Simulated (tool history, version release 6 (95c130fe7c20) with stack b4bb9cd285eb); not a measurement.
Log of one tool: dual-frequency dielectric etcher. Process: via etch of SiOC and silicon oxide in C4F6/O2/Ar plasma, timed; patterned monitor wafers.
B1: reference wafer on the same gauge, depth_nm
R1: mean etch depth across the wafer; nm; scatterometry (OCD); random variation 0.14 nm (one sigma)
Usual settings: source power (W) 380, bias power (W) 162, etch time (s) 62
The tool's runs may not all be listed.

run 1 hour=0 | source_power_(W)=380 bias_power_(W)=162 etch_time_(s)=62 | B1=55.4 | R1=69.5
run 2 hour=30.1 | source_power_(W)=380 bias_power_(W)=162 etch_time_(s)=62 | B1=55.4 | R1=69.9
run 3 hour=45 | source_power_(W)=380 bias_power_(W)=162 etch_time_(s)=62 | B1=55.4 | R1=70
run 4 hour=70 | source_power_(W)=380 bias_power_(W)=162 etch_time_(s)=62 | B1=55.4 | R1=70.2
run 5 hour=83.6 | source_power_(W)=380 bias_power_(W)=162 etch_time_(s)=62 | B1=55.4 | R1=70
-- hour=100 bias power generator calibrated
run 6 hour=101.1 | source_power_(W)=380 bias_power_(W)=162 etch_time_(s)=62 | B1=55.4 | R1=68.9
-- hour=111.6 gauge calibrated
run 7 hour=130.2 | source_power_(W)=380 bias_power_(W)=162 etch_time_(s)=62 | B1=55.4 | R1=68.8
run 8 hour=150.8 | source_power_(W)=380 bias_power_(W)=162 etch_time_(s)=62 | B1=55.4 | R1=69.1
run 9 hour=186.2 | source_power_(W)=380 bias_power_(W)=162 etch_time_(s)=62 | B1=55.4 | R1=68.8
-- hour=236.3 wet clean of the chamber
run 10 hour=236.8 | source_power_(W)=380 bias_power_(W)=162 etch_time_(s)=62 | B1=55.4 | R1=67.9
run 11 hour=251.5 | source_power_(W)=380 bias_power_(W)=162 etch_time_(s)=62 | B1=55.4 | R1=67.8
run 12 hour=274.3 | source_power_(W)=420 bias_power_(W)=123 etch_time_(s)=74.5 | B1=55.4 | R1=77.6
run 13 hour=290.7 | source_power_(W)=380 bias_power_(W)=199 etch_time_(s)=71.5 | B1=55.4 | R1=84.3
run 14 hour=320.6 | source_power_(W)=350 bias_power_(W)=162 etch_time_(s)=73.5 | B1=55.4 | R1=78.1
run 15 hour=351.1 | source_power_(W)=380 bias_power_(W)=162 etch_time_(s)=62 | B1=55.4 | R1=68.5
run 16 hour=382.6 | source_power_(W)=380 bias_power_(W)=180 etch_time_(s)=76 | B1=55.4 | R1=86.6
run 17 hour=397 | source_power_(W)=380 bias_power_(W)=162 etch_time_(s)=48 | B1=55.4 | R1=53
run 18 hour=427.5 | source_power_(W)=380 bias_power_(W)=162 etch_time_(s)=57 | B1=55.4 | R1=63
run 19 hour=456.8 | source_power_(W)=380 bias_power_(W)=162 etch_time_(s)=62 | B1=55.4 | R1=68.7
run 20 hour=482.7 | source_power_(W)=310 bias_power_(W)=199 etch_time_(s)=55.5 | B1=55.4 | R1=60.9
-- hour=534.8 upper electrode replaced
run 21 hour=535.3 | source_power_(W)=380 bias_power_(W)=162 etch_time_(s)=62 | B1=55.4 | R1=69.2
run 22 hour=547.4 | source_power_(W)=380 bias_power_(W)=162 etch_time_(s)=62 | B1=55.4 | R1=69.1
-- hour=554.2 source power generator calibrated
-- hour=586.1 wet clean of the chamber
run 23 hour=586.6 | source_power_(W)=380 bias_power_(W)=162 etch_time_(s)=62 | B1=55.4 | R1=67.8
run 24 hour=593.3 | source_power_(W)=410 bias_power_(W)=139 etch_time_(s)=49.5 | B1=55.4 | R1=53.3
run 25 hour=625.9 | source_power_(W)=450 bias_power_(W)=162 etch_time_(s)=62 | B1=55.4 | R1=72.5
run 26 hour=730.6 | source_power_(W)=450 bias_power_(W)=146 etch_time_(s)=56 | B1=55.4 | R1=63.9
run 27 hour=765.4 | source_power_(W)=350 bias_power_(W)=192 etch_time_(s)=62 | B1=55.4 | R1=70.3
run 28 hour=778.9 | source_power_(W)=380 bias_power_(W)=162 etch_time_(s)=62 | B1=55.4 | R1=68.4
run 29 hour=801.6 | source_power_(W)=380 bias_power_(W)=194 etch_time_(s)=50.5 | B1=55.4 | R1=59.4
run 30 hour=818.9 | source_power_(W)=380 bias_power_(W)=162 etch_time_(s)=46 | B1=55.4 | R1=51.1
run 31 hour=835.7 | source_power_(W)=380 bias_power_(W)=162 etch_time_(s)=62 | B1=55.4 | R1=68.7

3 ways to go on from here, each from the tool as it stands after run 31. What would each give?
run A hour=836.1 | source_power_(W)=330 bias_power_(W)=162 etch_time_(s)=62 | B1=? | R1=?
run B hour=836.1 | source_power_(W)=280 bias_power_(W)=162 etch_time_(s)=49.5 | B1=? | R1=?
run C hour=836.1 | source_power_(W)=320 bias_power_(W)=142 etch_time_(s)=62 | B1=? | R1=?

run=A B1=55.4 R1=65.1
run=B B1=55.4 R1=48.6
run=C B1=55.4 R1=61.5
Without the tool's hidden state the same runs would have given:
run=A R1=63.9
run=B R1=47.7
run=C R1=60.4
